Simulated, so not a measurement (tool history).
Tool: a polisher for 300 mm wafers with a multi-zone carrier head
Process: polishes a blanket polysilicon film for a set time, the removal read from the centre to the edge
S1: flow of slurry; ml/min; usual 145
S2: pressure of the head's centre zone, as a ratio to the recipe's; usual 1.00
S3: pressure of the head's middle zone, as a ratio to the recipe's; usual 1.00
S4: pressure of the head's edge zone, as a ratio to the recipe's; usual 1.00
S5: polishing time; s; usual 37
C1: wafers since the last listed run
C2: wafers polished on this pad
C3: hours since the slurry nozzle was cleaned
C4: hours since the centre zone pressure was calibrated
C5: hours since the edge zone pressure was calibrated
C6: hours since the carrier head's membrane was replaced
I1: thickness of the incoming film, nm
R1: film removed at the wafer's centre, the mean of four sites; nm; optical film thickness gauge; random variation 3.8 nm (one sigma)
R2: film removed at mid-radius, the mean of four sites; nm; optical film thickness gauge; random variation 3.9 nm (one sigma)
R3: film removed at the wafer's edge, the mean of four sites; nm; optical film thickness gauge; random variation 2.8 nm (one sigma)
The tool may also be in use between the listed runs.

| run | hour | S1 | S2 | S3 | S4 | S5 | C1 | C2 | C3 | C4 | C5 | C6 | I1 | R1 | R2 | R3 |
|---|---|---|---|---|---|---|---|---|---|---|---|---|---|---|---|---|
| 1 | 0.0 | 170 | 1.00 | 1.00 | 1.00 | 37 | 0 | 1001 | 275.8 | 1174.2 | 399.9 | 1178.5 | 1352.5 | 229.9 | 237.9 | 239.2 |
|  | 2.5 | worn pad replaced by a new one |
| 2 | 8.5 | 145 | 1.00 | 1.00 | 1.00 | 37 | 67 | 67 | 284.3 | 1182.7 | 408.4 | 1187.0 | 1362.3 | 253.2 | 264.9 | 265.2 |
| 3 | 25.2 | 145 | 1.00 | 1.00 | 1.00 | 37 | 187 | 254 | 301.0 | 1199.4 | 425.1 | 1203.7 | 1344.5 | 246.2 | 252.4 | 256.6 |
| 4 | 34.0 | 145 | 1.09 | 1.00 | 1.00 | 37 | 98 | 353 | 309.8 | 1208.2 | 433.9 | 1212.5 | 1383.2 | 265.1 | 245.1 | 255.7 |
| 5 | 46.9 | 145 | 1.09 | 1.00 | 1.00 | 37 | 144 | 497 | 322.7 | 1221.1 | 446.8 | 1225.4 | 1338.9 | 255.7 | 230.7 | 247.8 |
| 6 | 53.0 | 145 | 1.09 | 1.00 | 1.00 | 37 | 68 | 566 | 328.8 | 1227.2 | 452.9 | 1231.5 | 1372.4 | 252.0 | 238.4 | 244.3 |
| 7 | 66.9 | 115 | 1.00 | 1.00 | 1.00 | 37 | 155 | 722 | 342.7 | 1241.1 | 466.8 | 1245.4 | 1362.9 | 209.8 | 210.1 | 227.8 |
| 8 | 74.5 | 145 | 1.00 | 1.00 | 1.00 | 37 | 85 | 807 | 350.3 | 1248.7 | 474.4 | 1253.0 | 1378.9 | 216.5 | 229.0 | 237.6 |
|  | 79.3 | worn pad replaced by a new one |
|  | 85.6 | carrier head's membrane replaced by a new one |
| 9 | 88.3 | 145 | 1.00 | 1.00 | 1.00 | 37 | 53 | 44 | 364.1 | 1262.5 | 488.2 | 2.7 | 1350.1 | 249.3 | 245.0 | 257.1 |
| 10 | 96.7 | 145 | 1.00 | 1.00 | 1.00 | 37 | 94 | 139 | 372.5 | 1270.9 | 496.6 | 11.1 | 1384.9 | 240.2 | 247.0 | 260.4 |
|  | 105.4 | edge zone pressure recalibrated |
| 11 | 105.9 | 190 | 0.94 | 0.93 | 1.06 | 37 | 80 | 219 | 381.7 | 1280.1 | 0.5 | 20.3 | 1365.5 | 244.7 | 244.4 | 268.3 |
| 12 | 112.2 | 145 | 1.04 | 1.00 | 1.00 | 41 | 70 | 290 | 388.0 | 1286.4 | 6.8 | 26.6 | 1356.7 | 272.0 | 270.5 | 277.2 |
| 13 | 127.6 | 145 | 1.00 | 1.00 | 1.00 | 37 | 172 | 462 | 403.4 | 1301.8 | 22.2 | 42.0 | 1333.7 | 219.2 | 230.7 | 237.2 |
| 14 | 138.3 | 145 | 1.04 | 1.12 | 1.00 | 37 | 119 | 582 | 414.1 | 1312.5 | 32.9 | 52.7 | 1373.0 | 224.9 | 252.5 | 233.4 |
|  | 143.7 | slurry nozzle cleaned |
|  | 151.0 | worn pad replaced by a new one |
| 15 | 152.0 | 145 | 1.00 | 1.00 | 1.00 | 37 | 97 | 11 | 8.3 | 1326.2 | 46.6 | 66.4 | 1384.8 | 276.8 | 281.3 | 283.3 |
| 16 | 167.4 | 145 | 1.00 | 1.00 | 1.00 | 37 | 172 | 184 | 23.7 | 1341.6 | 62.0 | 81.8 | 1339.1 | 271.3 | 270.6 | 279.1 |
|  | 176.7 | centre zone pressure recalibrated |
| 17 | 177.4 | 145 | 1.11 | 1.00 | 0.91 | 37 | 89 | 273 | 33.7 | 0.7 | 72.0 | 91.8 | 1356.6 | 292.5 | 273.1 | 265.2 |
| 18 | 183.7 | 145 | 1.00 | 1.00 | 1.07 | 32 | 70 | 344 | 40.0 | 7.0 | 78.3 | 98.1 | 1352.5 | 228.7 | 225.1 | 237.6 |
| 19 | 220.6 | 145 | 1.00 | 1.00 | 1.08 | 37 | 413 | 757 | 76.9 | 43.9 | 115.2 | 135.0 | 1362.7 | 245.8 | 250.4 | 259.5 |
| 20 | 230.1 | 195 | 1.00 | 0.91 | 0.91 | 43 | 106 | 864 | 86.4 | 53.4 | 124.7 | 144.5 | 1356.8 | 295.9 | 276.0 | 293.5 |
|  | 243.4 | worn pad replaced by a new one |
| 21 | 246.9 | 145 | 1.00 | 1.00 | 1.00 | 37 | 143 | 39 | 103.2 | 70.2 | 141.5 | 161.3 | 1366.4 | 272.3 | 276.8 | 284.9 |

Hidden state or all else? Some run-to-run changes of R1, split into what the settings, what came in and random variation would give without the hidden state, and what is left for the hidden state (with any gauge scatter that isn't in both results):
The hidden state here: removal rate lost through wear of the pad, %; slurry flow missing at the pad, %; deviation of the centre zone's pressure from its setpoint, %; deviation of the edge zone's pressure from its setpoint, %.
Run 12 -> 13: S2 1.04 -> 1.00, S5 41 -> 37. R1 -52.8 nm: hidden state +2.9, all else -55.7.
Run 14 -> 15: S2 1.04 -> 1.00, S3 1.12 -> 1.00, slurry nozzle cleaned, worn pad replaced by a new one. R1 +51.9 nm: hidden state +62.7, all else -10.8.
Run 17 -> 18: S2 1.11 -> 1.00, S4 0.91 -> 1.07, S5 37 -> 32. R1 -63.8 nm: hidden state +1.4, all else -65.2.
Run 20 -> 21: S1 195 -> 145, S3 0.91 -> 1.00, S4 0.91 -> 1.00, S5 43 -> 37, worn pad replaced by a new one. R1 -23.6 nm: hidden state +36.9, all else -60.5.
